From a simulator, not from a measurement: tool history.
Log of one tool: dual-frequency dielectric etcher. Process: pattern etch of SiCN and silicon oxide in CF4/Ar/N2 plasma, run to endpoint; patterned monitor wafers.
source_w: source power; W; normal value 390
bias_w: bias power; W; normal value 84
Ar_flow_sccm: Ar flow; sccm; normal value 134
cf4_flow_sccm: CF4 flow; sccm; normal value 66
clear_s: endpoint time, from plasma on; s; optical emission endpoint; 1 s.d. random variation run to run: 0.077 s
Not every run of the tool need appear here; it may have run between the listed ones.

run	day	source_w	bias_w	Ar_flow_sccm	cf4_flow_sccm	incoming incoming film thickness, nm	clear_s
1	0	390	84	134	66	10.52	12.7
2	1.596	390	84	134	66	10.44	12.5
3	4.775	430	84	134	66	10.53	11.7
# day 6.888: wet clean of the chamber
4	9.092	390	84	134	66	10.64	13.3
5	12.179	390	84	134	66	10.48	12.9
6	13.7	390	84	134	66	10.6	13.1
7	24.383	390	84	134	66	10.42	12.5
# day 29.171: upper electrode replaced
8	29.192	390	89	134	66	10.63	12.4
# day 30.2: wet clean of the chamber
9	31.55	390	89	134	66	10.5	12.5
# day 33.529: source power generator calibrated
10	35.246	390	84	134	66	10.49	13.2
11	38.258	290	102	134	66	10.57	15.2
12	40.596	390	84	134	66	10.41	13
# day 42.196: bias power generator calibrated
13	43.538	420	84	134	66	10.59	12.5
14	45.438	390	93	134	66	10.45	12.3
# day 47.325: CF4 flow controller replaced
# day 48.067: Ar flow controller replaced
15	48.088	320	84	114	59	10.61	14.9
16	51.254	420	84	166	73	10.5	12.4
# day 54: wet clean of the chamber
17	55.225	390	84	134	58	10.53	13.5
18	57.638	390	84	134	66	10.63	13.2
19	60.746	390	84	147	66	10.49	13.2
20	62.908	390	84	134	66	10.6	13.2

Each row is a separate what-if for the run after 20, all from the same tool condition, not one after another. Results?
A	62.925	390	84	134	66	10.45	?
B	62.925	330	84	111	76	10.45	?
C	62.925	460	84	120	72	10.45	?
D	62.925	480	65	134	66	10.45	?
E	62.925	390	95	134	66	10.45	?

run	clear_s
A	12.9
B	13.9
C	11.2
D	12
E	12.4
What these runs would have given with no unlogged condition in the tool:
run	clear_s
A	13.3
B	14.3
C	11.5
D	12.4
E	12.7
